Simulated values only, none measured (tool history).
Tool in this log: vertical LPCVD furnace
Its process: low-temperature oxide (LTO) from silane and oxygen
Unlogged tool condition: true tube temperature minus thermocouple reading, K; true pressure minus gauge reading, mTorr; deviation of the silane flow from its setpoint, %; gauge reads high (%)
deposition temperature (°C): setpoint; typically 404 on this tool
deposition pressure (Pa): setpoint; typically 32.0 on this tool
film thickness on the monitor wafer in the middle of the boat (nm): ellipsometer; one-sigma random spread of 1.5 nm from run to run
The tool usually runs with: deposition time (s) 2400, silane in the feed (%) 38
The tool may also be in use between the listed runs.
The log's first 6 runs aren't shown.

| run | day | deposition temperature (°C) | deposition pressure (Pa) | deposition time (s) | silane in the feed (%) | wafers since the last listed run | hours since the last temperature calibration | hours since the pressure gauge was zeroed | hours since the silane flow controller was replaced | hours since the gauge calibration | read-back reference wafer on the same gauge, thickness | film thickness on the monitor wafer in the middle of the boat (nm) |
|---|---|---|---|---|---|---|---|---|---|---|---|---|
| 7 | 16.283 | 404 | 32.0 | 2400 | 38 | 1156 | 2388.8 | 2930.3 | 3058.6 | 2784.2 | 355.98 | 418.03 |
| 8 | 19.750 | 404 | 32.0 | 2400 | 38 | 1217 | 2472.0 | 3013.5 | 3141.8 | 2867.4 | 355.73 | 412.86 |
| 9 | 24.104 | 404 | 32.0 | 2400 | 38 | 1529 | 2576.5 | 3118.0 | 3246.3 | 2971.9 | 356.02 | 413.64 |
| 10 | 27.679 | 404 | 32.0 | 2400 | 38 | 1255 | 2662.3 | 3203.8 | 3332.1 | 3057.7 | 356.35 | 419.76 |
|  | 30.833 | silane flow controller replaced |
|  | 32.204 | thermocouples replaced and temperature profile calibrated |
| 11 | 32.225 | 404 | 32.0 | 2400 | 38 | 894 | 0.5 | 3312.9 | 33.4 | 3166.8 | 355.61 | 417.20 |
| 12 | 33.225 | 404 | 32.0 | 2400 | 38 | 351 | 24.5 | 3336.9 | 57.4 | 3190.8 | 355.68 | 416.13 |
| 13 | 36.058 | 404 | 27.3 | 2400 | 38 | 995 | 92.5 | 3404.9 | 125.4 | 3258.8 | 356.09 | 357.90 |
| 14 | 40.083 | 413 | 28.0 | 2910 | 38 | 1413 | 189.1 | 3501.5 | 222.0 | 3355.4 | 356.20 | 492.25 |
| 15 | 43.325 | 404 | 35.3 | 3150 | 38 | 1138 | 266.9 | 3579.3 | 299.8 | 3433.2 | 355.68 | 604.08 |
| 16 | 44.950 | 404 | 27.3 | 2070 | 32 | 570 | 305.9 | 3618.3 | 338.8 | 3472.2 | 356.74 | 245.69 |
| 17 | 47.754 | 404 | 32.0 | 2400 | 36 | 984 | 373.2 | 3685.6 | 406.1 | 3539.5 | 355.98 | 392.00 |
| 18 | 49.533 | 392 | 38.0 | 2850 | 44 | 624 | 415.9 | 3728.3 | 448.8 | 3582.2 | 355.42 | 611.64 |
| 19 | 53.650 | 410 | 40.0 | 1470 | 31 | 1445 | 514.7 | 3827.1 | 547.6 | 3681.0 | 355.47 | 259.37 |
|  | 56.133 | gauge calibrated |
| 20 | 56.871 | 404 | 32.0 | 2400 | 41 | 1131 | 592.0 | 3904.4 | 624.9 | 17.7 | 355.84 | 457.42 |
| 21 | 58.571 | 404 | 32.0 | 2400 | 38 | 597 | 632.8 | 3945.2 | 665.7 | 58.5 | 355.82 | 419.33 |
|  | 63.029 | pressure gauge zeroed |
| 22 | 63.050 | 395 | 38.7 | 3090 | 41 | 1222 | 740.3 | 0.5 | 773.2 | 166.0 | 355.52 | 652.84 |

Run 23, settings as shown, results not yet in. Your forecast:
| 23 | 66.588 | 404 | 32.0 | 3060 | 34 | 1242 | 825.2 | 85.4 | 858.1 | 250.9 | ? | ? |

{"run 23": {"read-back reference wafer on the same gauge, thickness": 356.08, "film thickness on the monitor wafer in the middle of the boat (nm)": 473.43}}
If the tool had no hidden condition, the same run with the same run-to-run variation would have returned film thickness on the monitor wafer in the middle of the boat (nm) 446.60.
